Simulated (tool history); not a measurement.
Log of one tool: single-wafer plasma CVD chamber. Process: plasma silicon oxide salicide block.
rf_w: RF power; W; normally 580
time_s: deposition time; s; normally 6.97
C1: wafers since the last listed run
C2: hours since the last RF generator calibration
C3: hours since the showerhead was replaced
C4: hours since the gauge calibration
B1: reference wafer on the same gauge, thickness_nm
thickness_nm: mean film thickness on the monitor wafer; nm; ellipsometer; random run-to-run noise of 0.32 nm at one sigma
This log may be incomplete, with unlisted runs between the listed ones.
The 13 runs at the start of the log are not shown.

{"run": 14, "hour": 968.9, "rf_w": 580, "time_s": 6.97, "C1": 5273, "C2": 825.9, "C3": 6176.3, "C4": 2077.2, "B1": 63.33, "thickness_nm": 67.936}
{"run": 15, "hour": 997.5, "rf_w": 580, "time_s": 6.97, "C1": 777, "C2": 854.5, "C3": 6204.9, "C4": 2105.8, "B1": 63.425, "thickness_nm": 67.45}
{"run": 16, "hour": 1066.0, "rf_w": 580, "time_s": 6.69, "C1": 1861, "C2": 923.0, "C3": 6273.4, "C4": 2174.3, "B1": 63.442, "thickness_nm": 65.357}
{"run": 17, "hour": 1128.2, "rf_w": 580, "time_s": 6.69, "C1": 1690, "C2": 985.2, "C3": 6335.6, "C4": 2236.5, "B1": 63.442, "thickness_nm": 65.426}
{"run": 18, "hour": 1187.7, "rf_w": 580, "time_s": 6.97, "C1": 1617, "C2": 1044.7, "C3": 6395.1, "C4": 2296.0, "B1": 63.314, "thickness_nm": 67.407}
{"run": 19, "hour": 1250.9, "rf_w": 580, "time_s": 6.97, "C1": 1717, "C2": 1107.9, "C3": 6458.3, "C4": 2359.2, "B1": 63.359, "thickness_nm": 67.537}
{"hour": 1275.6, "done": "showerhead replaced, of another model than before"}
{"run": 20, "hour": 1276.6, "rf_w": 580, "time_s": 6.97, "C1": 481, "C2": 1133.6, "C3": 1.0, "C4": 2384.9, "B1": 63.453, "thickness_nm": 68.507}
{"run": 21, "hour": 1306.6, "rf_w": 580, "time_s": 6.97, "C1": 815, "C2": 1163.6, "C3": 31.0, "C4": 2414.9, "B1": 63.316, "thickness_nm": 68.189}
{"run": 22, "hour": 1363.8, "rf_w": 580, "time_s": 6.97, "C1": 1554, "C2": 1220.8, "C3": 88.2, "C4": 2472.1, "B1": 63.482, "thickness_nm": 67.705}
{"run": 23, "hour": 1414.9, "rf_w": 580, "time_s": 6.97, "C1": 1389, "C2": 1271.9, "C3": 139.3, "C4": 2523.2, "B1": 63.43, "thickness_nm": 67.587}
{"run": 24, "hour": 1464.3, "rf_w": 640, "time_s": 6.0, "C1": 1342, "C2": 1321.3, "C3": 188.7, "C4": 2572.6, "B1": 63.422, "thickness_nm": 60.192}
{"run": 25, "hour": 1557.2, "rf_w": 490, "time_s": 6.97, "C1": 2525, "C2": 1414.2, "C3": 281.6, "C4": 2665.5, "B1": 63.413, "thickness_nm": 66.237}
{"hour": 1589.6, "done": "RF generator calibrated"}
{"run": 26, "hour": 1659.9, "rf_w": 610, "time_s": 8.01, "C1": 2574, "C2": 70.3, "C3": 384.3, "C4": 2768.2, "B1": 63.332, "thickness_nm": 79.671}
{"run": 27, "hour": 1701.7, "rf_w": 470, "time_s": 7.84, "C1": 1136, "C2": 112.1, "C3": 426.1, "C4": 2810.0, "B1": 63.361, "thickness_nm": 74.835}
{"run": 28, "hour": 1765.1, "rf_w": 630, "time_s": 6.97, "C1": 1723, "C2": 175.5, "C3": 489.5, "C4": 2873.4, "B1": 63.359, "thickness_nm": 69.949}
{"run": 29, "hour": 1918.4, "rf_w": 580, "time_s": 6.97, "C1": 4167, "C2": 328.8, "C3": 642.8, "C4": 3026.7, "B1": 63.34, "thickness_nm": 68.89}
{"hour": 1949.6, "done": "gauge calibrated"}
{"run": 30, "hour": 1986.5, "rf_w": 635, "time_s": 7.99, "C1": 1851, "C2": 396.9, "C3": 710.9, "C4": 36.9, "B1": 63.473, "thickness_nm": 79.076}
{"run": 31, "hour": 2023.1, "rf_w": 510, "time_s": 7.79, "C1": 994, "C2": 433.5, "C3": 747.5, "C4": 73.5, "B1": 63.392, "thickness_nm": 74.542}
{"run": 32, "hour": 2051.2, "rf_w": 580, "time_s": 6.97, "C1": 763, "C2": 461.6, "C3": 775.6, "C4": 101.6, "B1": 63.421, "thickness_nm": 68.866}

Predict the results of run 33:
{"run": 33, "hour": 2120.2, "rf_w": 580, "time_s": 7.91, "C1": 1875, "C2": 530.6, "C3": 844.6, "C4": 170.6, "B1": "?", "thickness_nm": "?"}

{"run 33": {"B1": 63.395, "thickness_nm": 77.922}}
The same run, on a tool lacking any hidden state, would have yielded thickness_nm 78.441 nm.
